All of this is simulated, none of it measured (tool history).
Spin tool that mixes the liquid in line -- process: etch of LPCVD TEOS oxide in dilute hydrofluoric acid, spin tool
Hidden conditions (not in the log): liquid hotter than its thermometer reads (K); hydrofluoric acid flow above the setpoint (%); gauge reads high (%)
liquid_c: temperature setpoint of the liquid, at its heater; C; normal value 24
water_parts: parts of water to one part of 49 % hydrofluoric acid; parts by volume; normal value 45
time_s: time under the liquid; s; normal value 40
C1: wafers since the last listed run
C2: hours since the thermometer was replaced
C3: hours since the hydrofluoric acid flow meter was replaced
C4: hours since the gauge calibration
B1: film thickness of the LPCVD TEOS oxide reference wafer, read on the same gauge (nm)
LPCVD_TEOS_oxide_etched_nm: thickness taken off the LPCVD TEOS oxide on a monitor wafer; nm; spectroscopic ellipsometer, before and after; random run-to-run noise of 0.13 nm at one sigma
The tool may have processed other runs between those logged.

{"run": 1, "hour": 0.0, "liquid_c": 24, "water_parts": 60, "time_s": 40, "C1": 0, "C2": 2295.1, "C3": 1734.1, "C4": 547.4, "B1": 109.99, "LPCVD_TEOS_oxide_etched_nm": 12.64}
{"run": 2, "hour": 13.2, "liquid_c": 24, "water_parts": 60, "time_s": 40, "C1": 268, "C2": 2308.3, "C3": 1747.3, "C4": 560.6, "B1": 110.01, "LPCVD_TEOS_oxide_etched_nm": 12.78}
{"run": 3, "hour": 23.5, "liquid_c": 24, "water_parts": 60, "time_s": 40, "C1": 209, "C2": 2318.6, "C3": 1757.6, "C4": 570.9, "B1": 110.02, "LPCVD_TEOS_oxide_etched_nm": 12.67}
{"run": 4, "hour": 38.8, "liquid_c": 24, "water_parts": 45, "time_s": 40, "C1": 311, "C2": 2333.9, "C3": 1772.9, "C4": 586.2, "B1": 110, "LPCVD_TEOS_oxide_etched_nm": 17.3}
{"run": 5, "hour": 77.7, "liquid_c": 24, "water_parts": 45, "time_s": 40, "C1": 791, "C2": 2372.8, "C3": 1811.8, "C4": 625.1, "B1": 110, "LPCVD_TEOS_oxide_etched_nm": 17.39}
{"hour": 84.2, "done": "hydrofluoric acid flow meter replaced"}
{"run": 6, "hour": 84.7, "liquid_c": 24, "water_parts": 45, "time_s": 40, "C1": 122, "C2": 2379.8, "C3": 0.5, "C4": 632.1, "B1": 110.02, "LPCVD_TEOS_oxide_etched_nm": 17.28}
{"run": 7, "hour": 95.1, "liquid_c": 24, "water_parts": 40, "time_s": 40, "C1": 211, "C2": 2390.2, "C3": 10.9, "C4": 642.5, "B1": 110, "LPCVD_TEOS_oxide_etched_nm": 19.54}
{"run": 8, "hour": 107.5, "liquid_c": 24, "water_parts": 40, "time_s": 40, "C1": 252, "C2": 2402.6, "C3": 23.3, "C4": 654.9, "B1": 109.99, "LPCVD_TEOS_oxide_etched_nm": 19.58}
{"run": 9, "hour": 124.9, "liquid_c": 24, "water_parts": 45, "time_s": 40, "C1": 354, "C2": 2420, "C3": 40.7, "C4": 672.3, "B1": 110, "LPCVD_TEOS_oxide_etched_nm": 17.68}
{"hour": 167.9, "done": "thermometer replaced"}
{"run": 10, "hour": 170.1, "liquid_c": 24, "water_parts": 45, "time_s": 40, "C1": 899, "C2": 2.2, "C3": 85.9, "C4": 717.5, "B1": 110.01, "LPCVD_TEOS_oxide_etched_nm": 17.51}
{"run": 11, "hour": 183.4, "liquid_c": 25.5, "water_parts": 60, "time_s": 25, "C1": 270, "C2": 15.5, "C3": 99.2, "C4": 730.8, "B1": 109.98, "LPCVD_TEOS_oxide_etched_nm": 8.36}
{"run": 12, "hour": 199.6, "liquid_c": 28, "water_parts": 45, "time_s": 30, "C1": 329, "C2": 31.7, "C3": 115.4, "C4": 747, "B1": 110.01, "LPCVD_TEOS_oxide_etched_nm": 15.45}
{"run": 13, "hour": 211.1, "liquid_c": 29, "water_parts": 60, "time_s": 60, "C1": 234, "C2": 43.2, "C3": 126.9, "C4": 758.5, "B1": 110.01, "LPCVD_TEOS_oxide_etched_nm": 23.31}
{"run": 14, "hour": 227.2, "liquid_c": 24, "water_parts": 45, "time_s": 25, "C1": 327, "C2": 59.3, "C3": 143, "C4": 774.6, "B1": 109.99, "LPCVD_TEOS_oxide_etched_nm": 10.7}
{"run": 15, "hour": 233.2, "liquid_c": 24, "water_parts": 45, "time_s": 50, "C1": 122, "C2": 65.3, "C3": 149, "C4": 780.6, "B1": 109.99, "LPCVD_TEOS_oxide_etched_nm": 21.77}
{"run": 16, "hour": 246.7, "liquid_c": 25.5, "water_parts": 45, "time_s": 15, "C1": 274, "C2": 78.8, "C3": 162.5, "C4": 794.1, "B1": 110, "LPCVD_TEOS_oxide_etched_nm": 6.82}
{"run": 17, "hour": 255.9, "liquid_c": 24, "water_parts": 40, "time_s": 45, "C1": 187, "C2": 88, "C3": 171.7, "C4": 803.3, "B1": 110.01, "LPCVD_TEOS_oxide_etched_nm": 21.78}
{"run": 18, "hour": 270.1, "liquid_c": 20, "water_parts": 45, "time_s": 40, "C1": 288, "C2": 102.2, "C3": 185.9, "C4": 817.5, "B1": 109.98, "LPCVD_TEOS_oxide_etched_nm": 14.64}
{"run": 19, "hour": 286.2, "liquid_c": 27.5, "water_parts": 45, "time_s": 25, "C1": 327, "C2": 118.3, "C3": 202, "C4": 833.6, "B1": 110.02, "LPCVD_TEOS_oxide_etched_nm": 12.49}
{"run": 20, "hour": 298.6, "liquid_c": 22.5, "water_parts": 35, "time_s": 50, "C1": 252, "C2": 130.7, "C3": 214.4, "C4": 846, "B1": 110, "LPCVD_TEOS_oxide_etched_nm": 26.48}
{"run": 21, "hour": 312.5, "liquid_c": 24, "water_parts": 45, "time_s": 40, "C1": 282, "C2": 144.6, "C3": 228.3, "C4": 859.9, "B1": 109.98, "LPCVD_TEOS_oxide_etched_nm": 17.17}
{"hour": 322.4, "done": "gauge calibrated"}
{"run": 22, "hour": 322.8, "liquid_c": 21, "water_parts": 35, "time_s": 20, "C1": 209, "C2": 154.9, "C3": 238.6, "C4": 0.4, "B1": 109.99, "LPCVD_TEOS_oxide_etched_nm": 10.07}
{"run": 23, "hour": 332.9, "liquid_c": 21, "water_parts": 30, "time_s": 55, "C1": 205, "C2": 165, "C3": 248.7, "C4": 10.5, "B1": 109.99, "LPCVD_TEOS_oxide_etched_nm": 32.23}
{"run": 24, "hour": 341.9, "liquid_c": 19.5, "water_parts": 45, "time_s": 60, "C1": 183, "C2": 174, "C3": 257.7, "C4": 19.5, "B1": 109.99, "LPCVD_TEOS_oxide_etched_nm": 21.47}
{"run": 25, "hour": 355.5, "liquid_c": 24, "water_parts": 25, "time_s": 30, "C1": 276, "C2": 187.6, "C3": 271.3, "C4": 33.1, "B1": 110.01, "LPCVD_TEOS_oxide_etched_nm": 23.78}
{"run": 26, "hour": 367.4, "liquid_c": 20, "water_parts": 60, "time_s": 55, "C1": 242, "C2": 199.5, "C3": 283.2, "C4": 45, "B1": 109.97, "LPCVD_TEOS_oxide_etched_nm": 14.88}
{"run": 27, "hour": 415.8, "liquid_c": 24, "water_parts": 45, "time_s": 40, "C1": 984, "C2": 247.9, "C3": 331.6, "C4": 93.4, "B1": 110, "LPCVD_TEOS_oxide_etched_nm": 17.29}
{"run": 28, "hour": 425.0, "liquid_c": 24, "water_parts": 45, "time_s": 40, "C1": 187, "C2": 257.1, "C3": 340.8, "C4": 102.6, "B1": 110.03, "LPCVD_TEOS_oxide_etched_nm": 17.23}
{"run": 29, "hour": 434.3, "liquid_c": 22.5, "water_parts": 35, "time_s": 50, "C1": 189, "C2": 266.4, "C3": 350.1, "C4": 111.9, "B1": 109.98, "LPCVD_TEOS_oxide_etched_nm": 26.53}
{"run": 30, "hour": 442.3, "liquid_c": 19.5, "water_parts": 40, "time_s": 40, "C1": 162, "C2": 274.4, "C3": 358.1, "C4": 119.9, "B1": 110, "LPCVD_TEOS_oxide_etched_nm": 16.33}
{"run": 31, "hour": 453.3, "liquid_c": 24, "water_parts": 45, "time_s": 40, "C1": 223, "C2": 285.4, "C3": 369.1, "C4": 130.9, "B1": 110, "LPCVD_TEOS_oxide_etched_nm": 17.47}
{"run": 32, "hour": 462.3, "liquid_c": 24, "water_parts": 25, "time_s": 60, "C1": 183, "C2": 294.4, "C3": 378.1, "C4": 139.9, "B1": 109.97, "LPCVD_TEOS_oxide_etched_nm": 47.85}
{"run": 33, "hour": 469.8, "liquid_c": 20.5, "water_parts": 45, "time_s": 50, "C1": 152, "C2": 301.9, "C3": 385.6, "C4": 147.4, "B1": 109.98, "LPCVD_TEOS_oxide_etched_nm": 19}
{"run": 34, "hour": 508.8, "liquid_c": 24, "water_parts": 60, "time_s": 60, "C1": 793, "C2": 340.9, "C3": 424.6, "C4": 186.4, "B1": 109.99, "LPCVD_TEOS_oxide_etched_nm": 19.15}

Forecast each of these 3 alternatives for the next run:
{"run": "A", "hour": 509.2, "liquid_c": 24, "water_parts": 45, "time_s": 40, "C1": 8, "C2": 341.3, "C3": 425, "C4": 186.8, "B1": "?", "LPCVD_TEOS_oxide_etched_nm": "?"}
{"run": "B", "hour": 509.2, "liquid_c": 26.5, "water_parts": 45, "time_s": 40, "C1": 8, "C2": 341.3, "C3": 425, "C4": 186.8, "B1": "?", "LPCVD_TEOS_oxide_etched_nm": "?"}
{"run": "C", "hour": 509.2, "liquid_c": 24, "water_parts": 30, "time_s": 15, "C1": 8, "C2": 341.3, "C3": 425, "C4": 186.8, "B1": "?", "LPCVD_TEOS_oxide_etched_nm": "?"}

run=A B1=110 LPCVD_TEOS_oxide_etched_nm=17.33
run=B B1=110 LPCVD_TEOS_oxide_etched_nm=19.19
run=C B1=110 LPCVD_TEOS_oxide_etched_nm=9.94
With the hidden condition removed and each run's random variation left untouched, the same runs would have given:
run=A LPCVD_TEOS_oxide_etched_nm=17.33
run=B LPCVD_TEOS_oxide_etched_nm=19.19
run=C LPCVD_TEOS_oxide_etched_nm=9.94
